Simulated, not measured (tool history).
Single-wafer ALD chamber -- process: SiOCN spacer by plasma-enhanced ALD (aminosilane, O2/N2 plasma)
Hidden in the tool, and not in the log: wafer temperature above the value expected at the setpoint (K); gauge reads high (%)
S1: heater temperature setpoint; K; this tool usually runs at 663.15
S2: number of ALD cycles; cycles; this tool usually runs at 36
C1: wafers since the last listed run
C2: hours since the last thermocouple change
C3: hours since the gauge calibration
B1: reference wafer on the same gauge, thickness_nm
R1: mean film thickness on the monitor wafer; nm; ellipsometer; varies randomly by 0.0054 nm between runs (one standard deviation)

{"run": 1, "day": 0.0, "S1": 663.15, "S2": 36, "C1": 0, "C2": 164.5, "C3": 863.8, "B1": 2.114, "R1": 2.144}
{"run": 2, "day": 2.654, "S1": 663.15, "S2": 36, "C1": 269, "C2": 228.2, "C3": 927.5, "B1": 2.114, "R1": 2.144}
{"run": 3, "day": 8.888, "S1": 663.15, "S2": 36, "C1": 633, "C2": 377.8, "C3": 1077.1, "B1": 2.111, "R1": 2.15}
{"run": 4, "day": 11.129, "S1": 663.15, "S2": 36, "C1": 227, "C2": 431.6, "C3": 1130.9, "B1": 2.112, "R1": 2.138}
{"run": 5, "day": 14.925, "S1": 663.15, "S2": 41, "C1": 385, "C2": 522.7, "C3": 1222, "B1": 2.109, "R1": 2.437}
{"run": 6, "day": 17.942, "S1": 663.15, "S2": 41, "C1": 306, "C2": 595.1, "C3": 1294.4, "B1": 2.107, "R1": 2.432}
{"run": 7, "day": 21.629, "S1": 663.15, "S2": 41, "C1": 374, "C2": 683.6, "C3": 1382.9, "B1": 2.106, "R1": 2.432}
{"run": 8, "day": 23.567, "S1": 663.15, "S2": 36, "C1": 196, "C2": 730.1, "C3": 1429.4, "B1": 2.105, "R1": 2.135}
{"run": 9, "day": 26.283, "S1": 663.15, "S2": 36, "C1": 276, "C2": 795.3, "C3": 1494.6, "B1": 2.105, "R1": 2.137}
{"run": 10, "day": 29.2, "S1": 663.15, "S2": 36, "C1": 296, "C2": 865.3, "C3": 1564.6, "B1": 2.105, "R1": 2.128}
{"run": 11, "day": 30.842, "S1": 663.15, "S2": 36, "C1": 166, "C2": 904.7, "C3": 1604, "B1": 2.103, "R1": 2.13}
{"run": 12, "day": 33.162, "S1": 663.15, "S2": 36, "C1": 235, "C2": 960.4, "C3": 1659.7, "B1": 2.102, "R1": 2.136}
{"run": 13, "day": 36.417, "S1": 669.15, "S2": 32, "C1": 330, "C2": 1038.5, "C3": 1737.8, "B1": 2.102, "R1": 1.897}
{"run": 14, "day": 38.717, "S1": 669.15, "S2": 32, "C1": 233, "C2": 1093.7, "C3": 1793, "B1": 2.103, "R1": 1.896}
{"run": 15, "day": 42.633, "S1": 669.15, "S2": 32, "C1": 397, "C2": 1187.7, "C3": 1887, "B1": 2.101, "R1": 1.901}
{"run": 16, "day": 45.812, "S1": 668.15, "S2": 36, "C1": 322, "C2": 1264, "C3": 1963.3, "B1": 2.101, "R1": 2.129}
{"run": 17, "day": 51.508, "S1": 668.15, "S2": 36, "C1": 578, "C2": 1400.7, "C3": 2100, "B1": 2.098, "R1": 2.118}
{"run": 18, "day": 55.562, "S1": 673.15, "S2": 36, "C1": 411, "C2": 1498, "C3": 2197.3, "B1": 2.098, "R1": 2.116}
{"run": 19, "day": 59.65, "S1": 673.15, "S2": 36, "C1": 415, "C2": 1596.1, "C3": 2295.4, "B1": 2.099, "R1": 2.122}
{"run": 20, "day": 63.575, "S1": 673.15, "S2": 36, "C1": 398, "C2": 1690.3, "C3": 2389.6, "B1": 2.096, "R1": 2.133}
{"run": 21, "day": 69.712, "S1": 663.15, "S2": 36, "C1": 623, "C2": 1837.6, "C3": 2536.9, "B1": 2.095, "R1": 2.137}
{"run": 22, "day": 72.321, "S1": 663.15, "S2": 36, "C1": 264, "C2": 1900.2, "C3": 2599.5, "B1": 2.095, "R1": 2.132}
{"run": 23, "day": 73.962, "S1": 672.15, "S2": 29, "C1": 166, "C2": 1939.6, "C3": 2638.9, "B1": 2.095, "R1": 1.707}
{"run": 24, "day": 75.608, "S1": 663.15, "S2": 36, "C1": 167, "C2": 1979.1, "C3": 2678.4, "B1": 2.095, "R1": 2.119}
{"run": 25, "day": 79.121, "S1": 658.15, "S2": 41, "C1": 356, "C2": 2063.4, "C3": 2762.7, "B1": 2.095, "R1": 2.432}
{"run": 26, "day": 82.154, "S1": 659.15, "S2": 36, "C1": 308, "C2": 2136.2, "C3": 2835.5, "B1": 2.095, "R1": 2.132}
{"run": 27, "day": 86.246, "S1": 663.15, "S2": 36, "C1": 415, "C2": 2234.4, "C3": 2933.7, "B1": 2.095, "R1": 2.124}
{"run": 28, "day": 90.021, "S1": 676.15, "S2": 43, "C1": 383, "C2": 2325, "C3": 3024.3, "B1": 2.093, "R1": 2.517}
{"run": 29, "day": 94.183, "S1": 650.15, "S2": 40, "C1": 422, "C2": 2424.9, "C3": 3124.2, "B1": 2.093, "R1": 2.353}
{"run": 30, "day": 98.267, "S1": 663.15, "S2": 39, "C1": 414, "C2": 2522.9, "C3": 3222.2, "B1": 2.093, "R1": 2.299}
{"day": 98.729, "done": "thermocouple changed; heater temperature recalibrated"}
{"run": 31, "day": 100.646, "S1": 663.15, "S2": 36, "C1": 207, "C2": 46, "C3": 3279.3, "B1": 2.094, "R1": 2.124}
{"run": 32, "day": 105.088, "S1": 648.15, "S2": 41, "C1": 451, "C2": 152.6, "C3": 3385.9, "B1": 2.093, "R1": 2.422}
{"run": 33, "day": 107.192, "S1": 659.15, "S2": 36, "C1": 213, "C2": 203.1, "C3": 3436.4, "B1": 2.093, "R1": 2.12}
{"run": 34, "day": 111.346, "S1": 655.15, "S2": 40, "C1": 422, "C2": 302.8, "C3": 3536.1, "B1": 2.093, "R1": 2.358}
{"run": 35, "day": 113.308, "S1": 663.15, "S2": 36, "C1": 199, "C2": 349.9, "C3": 3583.2, "B1": 2.092, "R1": 2.123}
{"run": 36, "day": 117.279, "S1": 675.15, "S2": 40, "C1": 403, "C2": 445.2, "C3": 3678.5, "B1": 2.093, "R1": 2.339}
{"day": 117.546, "done": "gauge calibrated"}
{"run": 37, "day": 121.167, "S1": 663.15, "S2": 36, "C1": 394, "C2": 538.5, "C3": 86.9, "B1": 2.139, "R1": 2.171}
{"run": 38, "day": 125.567, "S1": 663.15, "S2": 36, "C1": 447, "C2": 644.1, "C3": 192.5, "B1": 2.135, "R1": 2.166}
{"run": 39, "day": 128.067, "S1": 657.15, "S2": 36, "C1": 253, "C2": 704.1, "C3": 252.5, "B1": 2.133, "R1": 2.153}
{"run": 40, "day": 130.929, "S1": 663.15, "S2": 36, "C1": 290, "C2": 772.8, "C3": 321.2, "B1": 2.128, "R1": 2.162}
{"run": 41, "day": 133.208, "S1": 670.15, "S2": 32, "C1": 231, "C2": 827.5, "C3": 375.9, "B1": 2.128, "R1": 1.922}
{"run": 42, "day": 136.054, "S1": 655.15, "S2": 31, "C1": 289, "C2": 895.8, "C3": 444.2, "B1": 2.125, "R1": 1.858}
{"run": 43, "day": 138.804, "S1": 663.15, "S2": 31, "C1": 279, "C2": 961.8, "C3": 510.2, "B1": 2.123, "R1": 1.849}
{"run": 44, "day": 142.279, "S1": 654.15, "S2": 38, "C1": 353, "C2": 1045.2, "C3": 593.6, "B1": 2.12, "R1": 2.259}
{"run": 45, "day": 144.338, "S1": 656.15, "S2": 38, "C1": 209, "C2": 1094.6, "C3": 643, "B1": 2.118, "R1": 2.253}
{"run": 46, "day": 155.029, "S1": 669.15, "S2": 36, "C1": 1086, "C2": 1351.2, "C3": 899.6, "B1": 2.114, "R1": 2.146}

Run by run, hidden condition taken away, random variation retained:
run=1 R1=2.168
run=2 R1=2.17
run=3 R1=2.179
run=4 R1=2.168
run=5 R1=2.473
run=6 R1=2.469
run=7 R1=2.471
run=8 R1=2.169
run=9 R1=2.173
run=10 R1=2.164
run=11 R1=2.167
run=12 R1=2.173
run=13 R1=1.931
run=14 R1=1.931
run=15 R1=1.937
run=16 R1=2.17
run=17 R1=2.16
run=18 R1=2.158
run=19 R1=2.165
run=20 R1=2.177
run=21 R1=2.182
run=22 R1=2.177
run=23 R1=1.743
run=24 R1=2.165
run=25 R1=2.484
run=26 R1=2.178
run=27 R1=2.17
run=28 R1=2.573
run=29 R1=2.405
run=30 R1=2.35
run=31 R1=2.171
run=32 R1=2.476
run=33 R1=2.167
run=34 R1=2.411
run=35 R1=2.171
run=36 R1=2.393
run=37 R1=2.173
run=38 R1=2.172
run=39 R1=2.161
run=40 R1=2.173
run=41 R1=1.934
run=42 R1=1.872
run=43 R1=1.864
run=44 R1=2.281
run=45 R1=2.276
run=46 R1=2.174

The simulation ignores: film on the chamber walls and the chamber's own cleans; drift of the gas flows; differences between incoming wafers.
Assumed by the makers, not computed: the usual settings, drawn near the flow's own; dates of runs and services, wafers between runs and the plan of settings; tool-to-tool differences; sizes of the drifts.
